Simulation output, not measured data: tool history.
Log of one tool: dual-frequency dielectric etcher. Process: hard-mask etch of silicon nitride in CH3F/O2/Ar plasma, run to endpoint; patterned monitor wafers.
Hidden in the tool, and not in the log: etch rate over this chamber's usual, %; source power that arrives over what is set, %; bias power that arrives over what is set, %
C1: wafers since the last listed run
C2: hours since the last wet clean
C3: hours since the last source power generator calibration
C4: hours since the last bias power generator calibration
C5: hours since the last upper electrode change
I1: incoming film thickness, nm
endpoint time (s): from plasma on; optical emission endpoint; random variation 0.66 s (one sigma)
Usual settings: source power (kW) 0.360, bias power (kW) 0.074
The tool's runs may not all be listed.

{"run": 1, "hour": 0.0, "source power (kW)": 0.36, "bias power (kW)": 0.074, "C1": 0, "C2": 124.3, "C3": 815.8, "C4": 1747.8, "C5": 2009.0, "I1": 55.2, "endpoint time (s)": 84.2}
{"run": 2, "hour": 54.5, "source power (kW)": 0.36, "bias power (kW)": 0.074, "C1": 682, "C2": 178.8, "C3": 870.3, "C4": 1802.3, "C5": 2063.5, "I1": 55.7, "endpoint time (s)": 85.6}
{"run": 3, "hour": 116.0, "source power (kW)": 0.36, "bias power (kW)": 0.074, "C1": 770, "C2": 240.3, "C3": 931.8, "C4": 1863.8, "C5": 2125.0, "I1": 55.4, "endpoint time (s)": 84.1}
{"run": 4, "hour": 174.5, "source power (kW)": 0.36, "bias power (kW)": 0.074, "C1": 733, "C2": 298.8, "C3": 990.3, "C4": 1922.3, "C5": 2183.5, "I1": 56.0, "endpoint time (s)": 86.0}
{"run": 5, "hour": 226.8, "source power (kW)": 0.36, "bias power (kW)": 0.074, "C1": 655, "C2": 351.1, "C3": 1042.6, "C4": 1974.6, "C5": 2235.8, "I1": 55.3, "endpoint time (s)": 84.9}
{"run": 6, "hour": 284.4, "source power (kW)": 0.36, "bias power (kW)": 0.074, "C1": 721, "C2": 408.7, "C3": 1100.2, "C4": 2032.2, "C5": 2293.4, "I1": 55.7, "endpoint time (s)": 84.5}
{"hour": 325.2, "done": "wet clean of the chamber"}
{"run": 7, "hour": 356.1, "source power (kW)": 0.39, "bias power (kW)": 0.087, "C1": 597, "C2": 30.9, "C3": 1171.9, "C4": 2103.9, "C5": 2365.1, "I1": 55.8, "endpoint time (s)": 74.9}
{"run": 8, "hour": 409.9, "source power (kW)": 0.36, "bias power (kW)": 0.074, "C1": 674, "C2": 84.7, "C3": 1225.7, "C4": 2157.7, "C5": 2418.9, "I1": 54.7, "endpoint time (s)": 82.8}
{"run": 9, "hour": 456.9, "source power (kW)": 0.36, "bias power (kW)": 0.074, "C1": 588, "C2": 131.7, "C3": 1272.7, "C4": 2204.7, "C5": 2465.9, "I1": 55.5, "endpoint time (s)": 84.7}
{"run": 10, "hour": 516.9, "source power (kW)": 0.36, "bias power (kW)": 0.074, "C1": 751, "C2": 191.7, "C3": 1332.7, "C4": 2264.7, "C5": 2525.9, "I1": 55.4, "endpoint time (s)": 84.5}
{"run": 11, "hour": 602.5, "source power (kW)": 0.36, "bias power (kW)": 0.074, "C1": 1072, "C2": 277.3, "C3": 1418.3, "C4": 2350.3, "C5": 2611.5, "I1": 55.3, "endpoint time (s)": 84.5}
{"run": 12, "hour": 645.2, "source power (kW)": 0.36, "bias power (kW)": 0.074, "C1": 535, "C2": 320.0, "C3": 1461.0, "C4": 2393.0, "C5": 2654.2, "I1": 55.4, "endpoint time (s)": 83.8}
{"run": 13, "hour": 696.3, "source power (kW)": 0.36, "bias power (kW)": 0.062, "C1": 640, "C2": 371.1, "C3": 1512.1, "C4": 2444.1, "C5": 2705.3, "I1": 55.1, "endpoint time (s)": 93.2}
{"hour": 784.2, "done": "wet clean of the chamber"}
{"run": 14, "hour": 797.2, "source power (kW)": 0.36, "bias power (kW)": 0.062, "C1": 963, "C2": 13.0, "C3": 1613.0, "C4": 2545.0, "C5": 2806.2, "I1": 55.7, "endpoint time (s)": 93.7}
{"run": 15, "hour": 853.2, "source power (kW)": 0.36, "bias power (kW)": 0.074, "C1": 701, "C2": 69.0, "C3": 1669.0, "C4": 2601.0, "C5": 2862.2, "I1": 55.6, "endpoint time (s)": 84.2}
{"run": 16, "hour": 894.3, "source power (kW)": 0.36, "bias power (kW)": 0.074, "C1": 515, "C2": 110.1, "C3": 1710.1, "C4": 2642.1, "C5": 2903.3, "I1": 55.0, "endpoint time (s)": 83.8}
{"run": 17, "hour": 939.7, "source power (kW)": 0.36, "bias power (kW)": 0.074, "C1": 568, "C2": 155.5, "C3": 1755.5, "C4": 2687.5, "C5": 2948.7, "I1": 55.0, "endpoint time (s)": 83.1}
{"run": 18, "hour": 1039.8, "source power (kW)": 0.31, "bias power (kW)": 0.056, "C1": 1254, "C2": 255.6, "C3": 1855.6, "C4": 2787.6, "C5": 3048.8, "I1": 55.6, "endpoint time (s)": 106.8}
{"run": 19, "hour": 1129.6, "source power (kW)": 0.44, "bias power (kW)": 0.074, "C1": 1125, "C2": 345.4, "C3": 1945.4, "C4": 2877.4, "C5": 3138.6, "I1": 54.9, "endpoint time (s)": 74.4}
{"run": 20, "hour": 1202.9, "source power (kW)": 0.28, "bias power (kW)": 0.08, "C1": 918, "C2": 418.7, "C3": 2018.7, "C4": 2950.7, "C5": 3211.9, "I1": 55.5, "endpoint time (s)": 93.6}
{"run": 21, "hour": 1253.8, "source power (kW)": 0.42, "bias power (kW)": 0.062, "C1": 637, "C2": 469.6, "C3": 2069.6, "C4": 3001.6, "C5": 3262.8, "I1": 55.0, "endpoint time (s)": 82.4}
{"hour": 1285.7, "done": "wet clean of the chamber"}
{"hour": 1322.2, "done": "upper electrode replaced"}
{"run": 22, "hour": 1322.7, "source power (kW)": 0.31, "bias power (kW)": 0.09, "C1": 261, "C2": 37.0, "C3": 2138.5, "C4": 3070.5, "C5": 0.5, "I1": 55.4, "endpoint time (s)": 83.2}
{"hour": 1350.3, "done": "bias power generator calibrated"}
{"run": 23, "hour": 1357.0, "source power (kW)": 0.36, "bias power (kW)": 0.074, "C1": 379, "C2": 71.3, "C3": 2172.8, "C4": 6.7, "C5": 34.8, "I1": 54.7, "endpoint time (s)": 82.1}
{"run": 24, "hour": 1407.6, "source power (kW)": 0.36, "bias power (kW)": 0.074, "C1": 634, "C2": 121.9, "C3": 2223.4, "C4": 57.3, "C5": 85.4, "I1": 55.4, "endpoint time (s)": 83.0}
{"run": 25, "hour": 1497.2, "source power (kW)": 0.36, "bias power (kW)": 0.074, "C1": 1122, "C2": 211.5, "C3": 2313.0, "C4": 146.9, "C5": 175.0, "I1": 55.0, "endpoint time (s)": 82.6}
{"run": 26, "hour": 1548.9, "source power (kW)": 0.36, "bias power (kW)": 0.074, "C1": 647, "C2": 263.2, "C3": 2364.7, "C4": 198.6, "C5": 226.7, "I1": 55.0, "endpoint time (s)": 82.2}
{"run": 27, "hour": 1655.0, "source power (kW)": 0.45, "bias power (kW)": 0.06, "C1": 1329, "C2": 369.3, "C3": 2470.8, "C4": 304.7, "C5": 332.8, "I1": 55.1, "endpoint time (s)": 81.0}
{"run": 28, "hour": 1719.0, "source power (kW)": 0.38, "bias power (kW)": 0.069, "C1": 802, "C2": 433.3, "C3": 2534.8, "C4": 368.7, "C5": 396.8, "I1": 55.8, "endpoint time (s)": 84.0}
{"hour": 1798.4, "done": "wet clean of the chamber"}
{"run": 29, "hour": 1798.9, "source power (kW)": 0.36, "bias power (kW)": 0.074, "C1": 700, "C2": 0.5, "C3": 2614.7, "C4": 448.6, "C5": 476.7, "I1": 55.9, "endpoint time (s)": 83.9}
{"hour": 1846.3, "done": "source power generator calibrated"}
{"run": 30, "hour": 1863.5, "source power (kW)": 0.39, "bias power (kW)": 0.082, "C1": 759, "C2": 65.1, "C3": 17.2, "C4": 513.2, "C5": 541.3, "I1": 55.5, "endpoint time (s)": 77.3}
{"run": 31, "hour": 1913.7, "source power (kW)": 0.36, "bias power (kW)": 0.082, "C1": 629, "C2": 115.3, "C3": 67.4, "C4": 563.4, "C5": 591.5, "I1": 55.4, "endpoint time (s)": 81.6}
{"run": 32, "hour": 2173.5, "source power (kW)": 0.31, "bias power (kW)": 0.084, "C1": 3255, "C2": 375.1, "C3": 327.2, "C4": 823.2, "C5": 851.3, "I1": 55.3, "endpoint time (s)": 87.4}
{"run": 33, "hour": 2224.4, "source power (kW)": 0.36, "bias power (kW)": 0.074, "C1": 637, "C2": 426.0, "C3": 378.1, "C4": 874.1, "C5": 902.2, "I1": 55.2, "endpoint time (s)": 85.7}
{"hour": 2286.7, "done": "wet clean of the chamber"}
{"run": 34, "hour": 2325.8, "source power (kW)": 0.36, "bias power (kW)": 0.074, "C1": 969, "C2": 39.1, "C3": 479.5, "C4": 975.5, "C5": 1003.6, "I1": 55.5, "endpoint time (s)": 85.1}
{"run": 35, "hour": 2442.2, "source power (kW)": 0.43, "bias power (kW)": 0.083, "C1": 1458, "C2": 155.5, "C3": 595.9, "C4": 1091.9, "C5": 1120.0, "I1": 55.2, "endpoint time (s)": 72.2}
{"run": 36, "hour": 2530.7, "source power (kW)": 0.36, "bias power (kW)": 0.074, "C1": 1109, "C2": 244.0, "C3": 684.4, "C4": 1180.4, "C5": 1208.5, "I1": 55.1, "endpoint time (s)": 84.0}

Measured less the same run without the tool's hidden state. The same run-to-run variation is in both; the gauge's scatter may not be:
run=1 endpoint_time_(s)=-0.3
run=2 endpoint_time_(s)=-0.4
run=3 endpoint_time_(s)=-0.4
run=4 endpoint_time_(s)=-0.4
run=5 endpoint_time_(s)=-0.5
run=6 endpoint_time_(s)=-0.5
run=7 endpoint_time_(s)=-0.5
run=8 endpoint_time_(s)=-0.6
run=9 endpoint_time_(s)=-0.6
run=10 endpoint_time_(s)=-0.7
run=11 endpoint_time_(s)=-0.8
run=12 endpoint_time_(s)=-0.8
run=13 endpoint_time_(s)=-0.9
run=14 endpoint_time_(s)=-1.1
run=15 endpoint_time_(s)=-1.0
run=16 endpoint_time_(s)=-1.1
run=17 endpoint_time_(s)=-1.1
run=18 endpoint_time_(s)=-1.5
run=19 endpoint_time_(s)=-1.2
run=20 endpoint_time_(s)=-1.5
run=21 endpoint_time_(s)=-1.5
run=22 endpoint_time_(s)=-1.5
run=23 endpoint_time_(s)=-1.6
run=24 endpoint_time_(s)=-1.6
run=25 endpoint_time_(s)=-1.8
run=26 endpoint_time_(s)=-1.8
run=27 endpoint_time_(s)=-2.0
run=28 endpoint_time_(s)=-2.1
run=29 endpoint_time_(s)=-2.2
run=30 endpoint_time_(s)=+0.8
run=31 endpoint_time_(s)=+0.7
run=32 endpoint_time_(s)=+0.8
run=33 endpoint_time_(s)=+0.7
run=34 endpoint_time_(s)=+0.7
run=35 endpoint_time_(s)=+0.6
run=36 endpoint_time_(s)=+0.6
